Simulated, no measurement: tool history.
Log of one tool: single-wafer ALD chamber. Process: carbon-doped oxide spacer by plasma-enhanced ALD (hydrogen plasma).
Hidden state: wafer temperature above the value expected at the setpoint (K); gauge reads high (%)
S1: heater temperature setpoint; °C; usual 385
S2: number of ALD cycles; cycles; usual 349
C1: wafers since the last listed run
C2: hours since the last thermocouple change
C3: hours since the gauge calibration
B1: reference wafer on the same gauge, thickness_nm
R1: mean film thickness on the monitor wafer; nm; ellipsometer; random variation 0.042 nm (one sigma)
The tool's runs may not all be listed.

Run 1, hour 0: usual settings; C1 0; C2 1521.8; C3 102.7; B1 19.443. Result: R1 16.826 nm.
Run 2, hour 8.5: usual settings; C1 12; C2 1530.3; C3 111.2; B1 19.438. Result: R1 16.901 nm.
Run 3, hour 19.6: usual settings; C1 16; C2 1541.4; C3 122.3; B1 19.421. Result: R1 16.797 nm.
Run 4, hour 30.4: usual settings but S2 401 cycles; C1 15; C2 1552.2; C3 133.1; B1 19.415. Result: R1 19.329 nm.
Run 5, hour 39.3: usual settings but S2 401 cycles; C1 12; C2 1561.1; C3 142; B1 19.416. Result: R1 19.365 nm.
Run 6, hour 46.2: usual settings but S2 401 cycles; C1 9; C2 1568; C3 148.9; B1 19.402. Result: R1 19.398 nm.
Run 7, hour 54.9: usual settings; C1 12; C2 1576.7; C3 157.6; B1 19.387. Result: R1 16.822 nm.
Run 8, hour 64.8: usual settings; C1 14; C2 1586.6; C3 167.5; B1 19.392. Result: R1 16.831 nm.
Run 9, hour 80.7: usual settings; C1 22; C2 1602.5; C3 183.4; B1 19.382. Result: R1 16.793 nm.
Run 10, hour 89.4: usual settings but S2 333 cycles; C1 12; C2 1611.2; C3 192.1; B1 19.366. Result: R1 16.077 nm.
Run 11, hour 105.2: usual settings but S2 333 cycles; C1 22; C2 1627; C3 207.9; B1 19.353. Result: R1 15.973 nm.
Run 12, hour 119: usual settings but S2 333 cycles; C1 19; C2 1640.8; C3 221.7; B1 19.336. Result: R1 15.971 nm.
Run 13, hour 133.7: usual settings but S1 380 °C; C1 21; C2 1655.5; C3 236.4; B1 19.329. Result: R1 16.853 nm.
Run 14, hour 142.2: usual settings but S1 380 °C; C1 12; C2 1664; C3 244.9; B1 19.343. Result: R1 16.821 nm.
Run 15, hour 150.6: usual settings but S1 380 °C; C1 12; C2 1672.4; C3 253.3; B1 19.323. Result: R1 16.808 nm.
Run 16, hour 161.2: usual settings but S2 299 cycles; C1 15; C2 1683; C3 263.9; B1 19.311. Result: R1 14.4 nm.
Run 17, hour 168.2: usual settings; C1 10; C2 1690; C3 270.9; B1 19.31. Result: R1 16.762 nm.
Run 18, hour 178.9: usual settings but S1 376 °C, S2 414 cycles; C1 15; C2 1700.7; C3 281.6; B1 19.318. Result: R1 19.87 nm.
Run 19, hour 188.3: usual settings; C1 13; C2 1710.1; C3 291; B1 19.292. Result: R1 16.7 nm.
At hour 200.2: thermocouple changed; heater temperature recalibrated.
Run 20, hour 203.9: usual settings; C1 10; C2 3.7; C3 306.6; B1 19.271. Result: R1 16.725 nm.
Run 21, hour 216.1: usual settings but S1 373 °C, S2 292 cycles; C1 17; C2 15.9; C3 318.8; B1 19.276. Result: R1 13.954 nm.
Run 22, hour 223.3: usual settings but S1 397 °C, S2 297 cycles; C1 10; C2 23.1; C3 326; B1 19.257. Result: R1 14.214 nm.
At hour 226.4: gauge calibrated.
Run 23, hour 230.5: usual settings; C1 10; C2 30.3; C3 4.1; B1 19.475. Result: R1 16.909 nm.
Run 24, hour 238.3: usual settings but S1 397 °C, S2 415 cycles; C1 11; C2 38.1; C3 11.9; B1 19.475. Result: R1 20.173 nm.
Run 25, hour 255.4: usual settings but S2 333 cycles; C1 24; C2 55.2; C3 29; B1 19.46. Result: R1 16.077 nm.
Run 26, hour 267.7: usual settings but S1 391 °C, S2 327 cycles; C1 17; C2 67.5; C3 41.3; B1 19.455. Result: R1 15.829 nm.
Run 27, hour 285.1: usual settings but S1 374 °C, S2 412 cycles; C1 25; C2 84.9; C3 58.7; B1 19.446. Result: R1 19.902 nm.
Run 28, hour 298.5: usual settings but S1 392 °C; C1 19; C2 98.3; C3 72.1; B1 19.419. Result: R1 16.862 nm.
Run 29, hour 316.4: usual settings but S2 298 cycles; C1 25; C2 116.2; C3 90; B1 19.403. Result: R1 14.343 nm.
Run 30, hour 328: usual settings but S2 298 cycles; C1 16; C2 127.8; C3 101.6; B1 19.411. Result: R1 14.433 nm.
Run 31, hour 342.1: usual settings but S1 392 °C, S2 308 cycles; C1 20; C2 141.9; C3 115.7; B1 19.391. Result: R1 14.846 nm.
Run 32, hour 351.2: usual settings but S1 371 °C, S2 331 cycles; C1 13; C2 151; C3 124.8; B1 19.374. Result: R1 15.999 nm.

Forecast each of these 4 alternatives for the next run:
Run A, hour 352.1: usual settings but S2 380 cycles; C1 1; C2 151.9; C3 125.7; B1 ?. Result: R1 ?.
Run B, hour 352.1: usual settings but S1 395 °C; C1 1; C2 151.9; C3 125.7; B1 ?. Result: R1 ?.
Run C, hour 352.1: usual settings but S1 376 °C, S2 386 cycles; C1 1; C2 151.9; C3 125.7; B1 ?. Result: R1 ?.
Run D, hour 352.1: usual settings but S1 376 °C, S2 370 cycles; C1 1; C2 151.9; C3 125.7; B1 ?. Result: R1 ?.

run      B1      R1
  A  19.384   18.32
  B  19.384  16.825
  C  19.384  18.609
  D  19.384  17.838
Without the tool's hidden state the same runs would have given:
run      R1
  A  18.431
  B  16.928
  C  18.722
  D  17.946

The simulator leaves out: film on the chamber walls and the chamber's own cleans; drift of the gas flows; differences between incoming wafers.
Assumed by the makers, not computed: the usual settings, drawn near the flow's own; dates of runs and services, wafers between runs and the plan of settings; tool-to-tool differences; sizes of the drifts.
